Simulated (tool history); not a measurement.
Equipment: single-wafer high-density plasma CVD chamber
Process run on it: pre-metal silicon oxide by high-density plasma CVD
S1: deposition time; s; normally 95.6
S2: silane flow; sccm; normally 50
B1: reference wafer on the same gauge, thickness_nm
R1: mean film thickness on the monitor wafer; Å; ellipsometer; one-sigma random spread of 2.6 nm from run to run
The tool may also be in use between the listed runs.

run 1 day=0.000 | S1=95.6 S2=50 | B1=421.227 | R1=4728.33
run 2 day=3.638 | S1=95.6 S2=50 | B1=420.729 | R1=4685.91
run 3 day=7.254 | S1=89.3 S2=43 | B1=420.134 | R1=3798.15
run 4 day=8.800 | S1=95.6 S2=50 | B1=420.687 | R1=4716.35
run 5 day=10.333 | S1=95.6 S2=50 | B1=420.875 | R1=4750.08
run 6 day=12.138 | S1=95.6 S2=50 | B1=422.259 | R1=4690.94
run 7 day=13.879 | S1=95.6 S2=50 | B1=419.929 | R1=4769.09
run 8 day=18.292 | S1=95.6 S2=50 | B1=420.593 | R1=4680.51
run 9 day=20.429 | S1=95.6 S2=50 | B1=420.342 | R1=4716.95
run 10 day=23.175 | S1=85.2 S2=50 | B1=419.893 | R1=4160.51
run 11 day=26.438 | S1=95.6 S2=44 | B1=421.227 | R1=4110.71
run 12 day=29.617 | S1=95.6 S2=44 | B1=420.290 | R1=4132.16
run 13 day=33.229 | S1=108.5 S2=46 | B1=420.406 | R1=4852.29
run 14 day=37.221 | S1=108.5 S2=46 | B1=420.432 | R1=4864.45
run 15 day=39.650 | S1=108.5 S2=46 | B1=421.012 | R1=4860.26
run 16 day=43.362 | S1=95.6 S2=50 | B1=420.519 | R1=4695.13
run 17 day=46.846 | S1=95.6 S2=50 | B1=421.458 | R1=4629.86
run 18 day=48.704 | S1=95.6 S2=50 | B1=420.951 | R1=4626.32
-- day=49.975 gauge calibrated
run 19 day=52.471 | S1=95.6 S2=50 | B1=420.983 | R1=4647.04
run 20 day=54.638 | S1=95.6 S2=50 | B1=422.603 | R1=4612.74
run 21 day=57.038 | S1=107.8 S2=43 | B1=421.419 | R1=4527.49
run 22 day=61.108 | S1=88.4 S2=50 | B1=421.493 | R1=4252.96
run 23 day=62.908 | S1=95.6 S2=50 | B1=421.150 | R1=4567.10
run 24 day=66.008 | S1=95.6 S2=50 | B1=420.998 | R1=4596.76
run 25 day=68.433 | S1=77.1 S2=45 | B1=420.308 | R1=3319.97
run 26 day=70.288 | S1=113.9 S2=50 | B1=420.636 | R1=5502.38
run 27 day=74.433 | S1=106.7 S2=50 | B1=421.066 | R1=5127.64
run 28 day=78.800 | S1=95.6 S2=55 | B1=420.570 | R1=5051.95
run 29 day=81.371 | S1=103.5 S2=54 | B1=420.091 | R1=5392.54
run 30 day=83.783 | S1=95.6 S2=45 | B1=420.795 | R1=4107.98
run 31 day=86.612 | S1=109.8 S2=60 | B1=420.574 | R1=6287.72
-- day=88.238 silane flow controller replaced
run 32 day=89.750 | S1=108.9 S2=41 | B1=420.990 | R1=4405.75
run 33 day=91.546 | S1=95.6 S2=50 | B1=420.818 | R1=4686.13
run 34 day=95.554 | S1=83.3 S2=43 | B1=421.478 | R1=3559.34
run 35 day=97.983 | S1=82.6 S2=41 | B1=420.756 | R1=3375.95
run 36 day=101.217 | S1=89.1 S2=42 | B1=422.397 | R1=3678.99
run 37 day=105.404 | S1=95.6 S2=50 | B1=422.501 | R1=4732.25
run 38 day=108.871 | S1=113.3 S2=57 | B1=421.586 | R1=6377.21
run 39 day=112.375 | S1=113.5 S2=45 | B1=420.571 | R1=4947.85
run 40 day=116.104 | S1=95.6 S2=50 | B1=421.097 | R1=4723.91

4 options for the next run, each taken on its own from the tool as it stands now. Forecast them:
run A day=116.121 | S1=95.6 S2=50 | B1=? | R1=?
run B day=116.121 | S1=81.1 S2=56 | B1=? | R1=?
run C day=116.121 | S1=101.7 S2=60 | B1=? | R1=?
run D day=116.121 | S1=87.9 S2=59 | B1=? | R1=?

run=A B1=420.353 R1=4698.99
run=B B1=420.353 R1=4464.63
run=C B1=420.353 R1=5998.59
run=D B1=420.353 R1=5098.21
The same runs, with their run-to-run variation unchanged, on a tool lacking any hidden condition would have given:
run=A R1=4749.90
run=B R1=4513.00
run=C R1=6063.58
run=D R1=5153.45
